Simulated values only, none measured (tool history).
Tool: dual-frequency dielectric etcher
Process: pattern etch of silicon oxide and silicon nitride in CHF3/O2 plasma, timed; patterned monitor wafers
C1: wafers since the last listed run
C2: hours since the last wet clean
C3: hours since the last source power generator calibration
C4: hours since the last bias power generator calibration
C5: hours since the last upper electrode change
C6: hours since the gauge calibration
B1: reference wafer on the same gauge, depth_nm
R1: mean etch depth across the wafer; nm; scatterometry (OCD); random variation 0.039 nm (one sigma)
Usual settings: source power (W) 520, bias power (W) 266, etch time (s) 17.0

run 1 hour=0.0 | source_power_(W)=520 bias_power_(W)=266 etch_time_(s)=17.0 | C1=0 C2=455.9 C3=1721.4 C4=5198.2 C5=5721.6 C6=542.3 | B1=28.99 | R1=26.57
-- hour=25.5 wet clean of the chamber
run 2 hour=26.0 | source_power_(W)=550 bias_power_(W)=316 etch_time_(s)=17.0 | C1=34 C2=0.5 C3=1747.4 C4=5224.2 C5=5747.6 C6=568.3 | B1=29.00 | R1=28.74
run 3 hour=26.3 | source_power_(W)=520 bias_power_(W)=266 etch_time_(s)=17.0 | C1=5 C2=0.8 C3=1747.7 C4=5224.5 C5=5747.9 C6=568.6 | B1=29.00 | R1=26.29
run 4 hour=26.7 | source_power_(W)=520 bias_power_(W)=266 etch_time_(s)=17.0 | C1=6 C2=1.2 C3=1748.1 C4=5224.9 C5=5748.3 C6=569.0 | B1=29.00 | R1=26.30
run 5 hour=33.9 | source_power_(W)=520 bias_power_(W)=266 etch_time_(s)=17.0 | C1=125 C2=8.4 C3=1755.3 C4=5232.1 C5=5755.5 C6=576.2 | B1=28.98 | R1=26.31
-- hour=39.6 source power generator calibrated
-- hour=73.4 upper electrode replaced
-- hour=76.2 bias power generator calibrated
run 6 hour=76.7 | source_power_(W)=520 bias_power_(W)=266 etch_time_(s)=17.0 | C1=209 C2=51.2 C3=37.1 C4=0.5 C5=3.3 C6=619.0 | B1=29.00 | R1=25.78
run 7 hour=77.0 | source_power_(W)=520 bias_power_(W)=266 etch_time_(s)=17.0 | C1=5 C2=51.5 C3=37.4 C4=0.8 C5=3.6 C6=619.3 | B1=29.01 | R1=25.91
run 8 hour=77.3 | source_power_(W)=600 bias_power_(W)=245 etch_time_(s)=20.5 | C1=5 C2=51.8 C3=37.7 C4=1.1 C5=3.9 C6=619.6 | B1=29.02 | R1=31.75
run 9 hour=89.4 | source_power_(W)=520 bias_power_(W)=266 etch_time_(s)=13.5 | C1=210 C2=63.9 C3=49.8 C4=13.2 C5=16.0 C6=631.7 | B1=28.99 | R1=20.52
run 10 hour=102.6 | source_power_(W)=480 bias_power_(W)=293 etch_time_(s)=17.0 | C1=229 C2=77.1 C3=63.0 C4=26.4 C5=29.2 C6=644.9 | B1=29.00 | R1=26.11
run 11 hour=109.0 | source_power_(W)=580 bias_power_(W)=209 etch_time_(s)=14.5 | C1=111 C2=83.5 C3=69.4 C4=32.8 C5=35.6 C6=651.3 | B1=29.01 | R1=20.82
run 12 hour=119.1 | source_power_(W)=520 bias_power_(W)=266 etch_time_(s)=17.0 | C1=175 C2=93.6 C3=79.5 C4=42.9 C5=45.7 C6=661.4 | B1=29.00 | R1=25.84
-- hour=122.7 gauge calibrated
run 13 hour=134.4 | source_power_(W)=520 bias_power_(W)=266 etch_time_(s)=17.0 | C1=266 C2=108.9 C3=94.8 C4=58.2 C5=61.0 C6=11.7 | B1=29.00 | R1=25.95
run 14 hour=144.0 | source_power_(W)=520 bias_power_(W)=266 etch_time_(s)=14.0 | C1=166 C2=118.5 C3=104.4 C4=67.8 C5=70.6 C6=21.3 | B1=29.00 | R1=21.42
run 15 hour=155.4 | source_power_(W)=520 bias_power_(W)=266 etch_time_(s)=17.0 | C1=198 C2=129.9 C3=115.8 C4=79.2 C5=82.0 C6=32.7 | B1=28.99 | R1=25.96
run 16 hour=169.7 | source_power_(W)=520 bias_power_(W)=325 etch_time_(s)=17.0 | C1=248 C2=144.2 C3=130.1 C4=93.5 C5=96.3 C6=47.0 | B1=28.99 | R1=28.18
run 17 hour=181.7 | source_power_(W)=460 bias_power_(W)=210 etch_time_(s)=17.0 | C1=208 C2=156.2 C3=142.1 C4=105.5 C5=108.3 C6=59.0 | B1=28.99 | R1=22.55
run 18 hour=189.5 | source_power_(W)=520 bias_power_(W)=266 etch_time_(s)=17.0 | C1=135 C2=164.0 C3=149.9 C4=113.3 C5=116.1 C6=66.8 | B1=28.99 | R1=26.02
run 19 hour=200.0 | source_power_(W)=520 bias_power_(W)=301 etch_time_(s)=12.5 | C1=182 C2=174.5 C3=160.4 C4=123.8 C5=126.6 C6=77.3 | B1=29.00 | R1=20.11
run 20 hour=248.7 | source_power_(W)=520 bias_power_(W)=291 etch_time_(s)=15.0 | C1=846 C2=223.2 C3=209.1 C4=172.5 C5=175.3 C6=126.0 | B1=29.01 | R1=23.81
run 21 hour=255.2 | source_power_(W)=430 bias_power_(W)=322 etch_time_(s)=20.0 | C1=113 C2=229.7 C3=215.6 C4=179.0 C5=181.8 C6=132.5 | B1=29.00 | R1=30.98
run 22 hour=265.8 | source_power_(W)=520 bias_power_(W)=310 etch_time_(s)=17.0 | C1=184 C2=240.3 C3=226.2 C4=189.6 C5=192.4 C6=143.1 | B1=29.00 | R1=27.76
run 23 hour=277.9 | source_power_(W)=520 bias_power_(W)=241 etch_time_(s)=15.5 | C1=210 C2=252.4 C3=238.3 C4=201.7 C5=204.5 C6=155.2 | B1=28.99 | R1=22.88
run 24 hour=290.3 | source_power_(W)=460 bias_power_(W)=244 etch_time_(s)=17.0 | C1=215 C2=264.8 C3=250.7 C4=214.1 C5=216.9 C6=167.6 | B1=29.00 | R1=24.02
run 25 hour=301.8 | source_power_(W)=520 bias_power_(W)=291 etch_time_(s)=17.0 | C1=199 C2=276.3 C3=262.2 C4=225.6 C5=228.4 C6=179.1 | B1=29.00 | R1=27.08
run 26 hour=309.2 | source_power_(W)=650 bias_power_(W)=314 etch_time_(s)=17.0 | C1=128 C2=283.7 C3=269.6 C4=233.0 C5=235.8 C6=186.5 | B1=29.00 | R1=30.51
run 27 hour=330.9 | source_power_(W)=520 bias_power_(W)=266 etch_time_(s)=17.0 | C1=377 C2=305.4 C3=291.3 C4=254.7 C5=257.5 C6=208.2 | B1=29.00 | R1=26.23
run 28 hour=346.5 | source_power_(W)=520 bias_power_(W)=266 etch_time_(s)=17.0 | C1=271 C2=321.0 C3=306.9 C4=270.3 C5=273.1 C6=223.8 | B1=29.01 | R1=26.25
run 29 hour=352.9 | source_power_(W)=520 bias_power_(W)=266 etch_time_(s)=17.0 | C1=111 C2=327.4 C3=313.3 C4=276.7 C5=279.5 C6=230.2 | B1=29.00 | R1=26.19
run 30 hour=363.3 | source_power_(W)=600 bias_power_(W)=266 etch_time_(s)=18.5 | C1=180 C2=337.8 C3=323.7 C4=287.1 C5=289.9 C6=240.6 | B1=28.98 | R1=30.16
run 31 hour=370.8 | source_power_(W)=520 bias_power_(W)=266 etch_time_(s)=17.0 | C1=130 C2=345.3 C3=331.2 C4=294.6 C5=297.4 C6=248.1 | B1=29.00 | R1=26.30

Forecast each of these 3 alternatives for the next run:
run A hour=371.2 | source_power_(W)=520 bias_power_(W)=266 etch_time_(s)=17.0 | C1=6 C2=345.7 C3=331.6 C4=295.0 C5=297.8 C6=248.5 | B1=? | R1=?
run B hour=371.2 | source_power_(W)=520 bias_power_(W)=266 etch_time_(s)=15.0 | C1=6 C2=345.7 C3=331.6 C4=295.0 C5=297.8 C6=248.5 | B1=? | R1=?
run C hour=371.2 | source_power_(W)=620 bias_power_(W)=296 etch_time_(s)=17.0 | C1=6 C2=345.7 C3=331.6 C4=295.0 C5=297.8 C6=248.5 | B1=? | R1=?

run=A B1=28.98 R1=26.24
run=B B1=28.98 R1=23.15
run=C B1=28.98 R1=29.27
Without the tool's hidden state the same runs would have given:
run=A R1=25.82
run=B R1=22.79
run=C R1=28.81
